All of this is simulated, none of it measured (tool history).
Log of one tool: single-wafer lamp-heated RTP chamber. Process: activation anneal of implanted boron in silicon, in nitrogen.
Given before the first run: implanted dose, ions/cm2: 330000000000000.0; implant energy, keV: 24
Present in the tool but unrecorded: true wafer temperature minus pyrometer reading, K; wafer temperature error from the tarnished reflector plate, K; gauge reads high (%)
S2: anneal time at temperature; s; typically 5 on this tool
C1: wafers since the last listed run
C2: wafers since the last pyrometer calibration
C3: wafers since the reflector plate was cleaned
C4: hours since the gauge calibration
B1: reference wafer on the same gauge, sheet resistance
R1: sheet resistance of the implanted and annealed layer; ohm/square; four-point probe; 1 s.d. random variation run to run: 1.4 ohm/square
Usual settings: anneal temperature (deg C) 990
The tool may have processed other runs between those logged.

run 1 hour=0.0 | anneal_temperature_(deg_C)=990 S2=5 | C1=0 C2=4106 C3=643 C4=638.6 | B1=282.08 | R1=332.25
-- hour=8.8 pyrometer window cleaned and pyrometer calibrated
run 2 hour=28.7 | anneal_temperature_(deg_C)=990 S2=5 | C1=377 C2=361 C3=1020 C4=667.3 | B1=282.34 | R1=332.03
run 3 hour=80.3 | anneal_temperature_(deg_C)=990 S2=5 | C1=940 C2=1302 C3=1961 C4=718.9 | B1=281.74 | R1=328.78
run 4 hour=122.0 | anneal_temperature_(deg_C)=990 S2=5 | C1=760 C2=2062 C3=2721 C4=760.6 | B1=281.79 | R1=328.56
run 5 hour=188.2 | anneal_temperature_(deg_C)=990 S2=5 | C1=1206 C2=3269 C3=3927 C4=826.8 | B1=281.51 | R1=330.53
run 6 hour=235.2 | anneal_temperature_(deg_C)=990 S2=5 | C1=856 C2=4125 C3=4784 C4=873.8 | B1=281.55 | R1=329.80
-- hour=245.0 pyrometer window cleaned and pyrometer calibrated
run 7 hour=284.6 | anneal_temperature_(deg_C)=990 S2=5 | C1=754 C2=721 C3=5539 C4=923.2 | B1=281.32 | R1=330.36
run 8 hour=319.6 | anneal_temperature_(deg_C)=990 S2=5 | C1=637 C2=1359 C3=6177 C4=958.2 | B1=282.19 | R1=329.31
run 9 hour=361.7 | anneal_temperature_(deg_C)=990 S2=5 | C1=767 C2=2126 C3=6944 C4=1000.3 | B1=282.48 | R1=328.15
-- hour=416.4 reflector plate cleaned
run 10 hour=426.2 | anneal_temperature_(deg_C)=990 S2=5 | C1=1029 C2=3156 C3=178 C4=1064.8 | B1=281.85 | R1=327.75
run 11 hour=473.4 | anneal_temperature_(deg_C)=1003 S2=5 | C1=860 C2=4016 C3=1038 C4=1112.0 | B1=282.02 | R1=319.50
-- hour=488.5 pyrometer window cleaned and pyrometer calibrated
run 12 hour=522.5 | anneal_temperature_(deg_C)=1003 S2=5 | C1=749 C2=620 C3=1787 C4=1161.1 | B1=281.87 | R1=318.79
-- hour=546.8 gauge calibrated
run 13 hour=547.0 | anneal_temperature_(deg_C)=1003 S2=5 | C1=446 C2=1066 C3=2234 C4=0.2 | B1=281.48 | R1=320.49
run 14 hour=617.1 | anneal_temperature_(deg_C)=970 S2=4 | C1=1277 C2=2344 C3=3511 C4=70.3 | B1=282.37 | R1=358.58
run 15 hour=674.4 | anneal_temperature_(deg_C)=1019 S2=3 | C1=1044 C2=3389 C3=4556 C4=127.6 | B1=282.09 | R1=313.89
run 16 hour=708.5 | anneal_temperature_(deg_C)=974 S2=5 | C1=621 C2=4010 C3=5178 C4=161.7 | B1=281.72 | R1=349.05
-- hour=746.4 pyrometer window cleaned and pyrometer calibrated
run 17 hour=746.9 | anneal_temperature_(deg_C)=990 S2=8 | C1=554 C2=8 C3=5732 C4=200.1 | B1=281.75 | R1=328.00
run 18 hour=803.9 | anneal_temperature_(deg_C)=966 S2=3 | C1=1038 C2=1047 C3=6771 C4=257.1 | B1=281.95 | R1=365.02
-- hour=908.3 reflector plate cleaned
run 19 hour=908.8 | anneal_temperature_(deg_C)=960 S2=7 | C1=1766 C2=2813 C3=9 C4=362.0 | B1=282.37 | R1=381.91
run 20 hour=967.7 | anneal_temperature_(deg_C)=990 S2=5 | C1=1073 C2=3887 C3=1083 C4=420.9 | B1=282.18 | R1=330.07
-- hour=1012.4 pyrometer window cleaned and pyrometer calibrated
run 21 hour=1034.1 | anneal_temperature_(deg_C)=990 S2=5 | C1=1064 C2=395 C3=2147 C4=487.3 | B1=281.91 | R1=329.01
run 22 hour=1063.1 | anneal_temperature_(deg_C)=990 S2=5 | C1=528 C2=923 C3=2676 C4=516.3 | B1=282.33 | R1=330.09
run 23 hour=1111.1 | anneal_temperature_(deg_C)=966 S2=7 | C1=874 C2=1798 C3=3551 C4=564.3 | B1=282.24 | R1=364.41
run 24 hour=1179.1 | anneal_temperature_(deg_C)=1008 S2=5 | C1=1239 C2=3038 C3=4790 C4=632.3 | B1=281.70 | R1=318.42
run 25 hour=1207.4 | anneal_temperature_(deg_C)=990 S2=3 | C1=515 C2=3554 C3=5306 C4=660.6 | B1=281.85 | R1=332.36
run 26 hour=1259.4 | anneal_temperature_(deg_C)=966 S2=8 | C1=947 C2=4501 C3=6254 C4=712.6 | B1=281.84 | R1=363.82
-- hour=1288.7 pyrometer window cleaned and pyrometer calibrated
run 27 hour=1289.2 | anneal_temperature_(deg_C)=970 S2=7 | C1=397 C2=8 C3=6651 C4=742.4 | B1=281.42 | R1=357.70

Give the tool's hidden conditions for every run:
true wafer temperature minus pyrometer reading, K: 0 at every run
wafer temperature error from the tarnished reflector plate, K: 0 at every run
gauge reads high (%): 0 at every run

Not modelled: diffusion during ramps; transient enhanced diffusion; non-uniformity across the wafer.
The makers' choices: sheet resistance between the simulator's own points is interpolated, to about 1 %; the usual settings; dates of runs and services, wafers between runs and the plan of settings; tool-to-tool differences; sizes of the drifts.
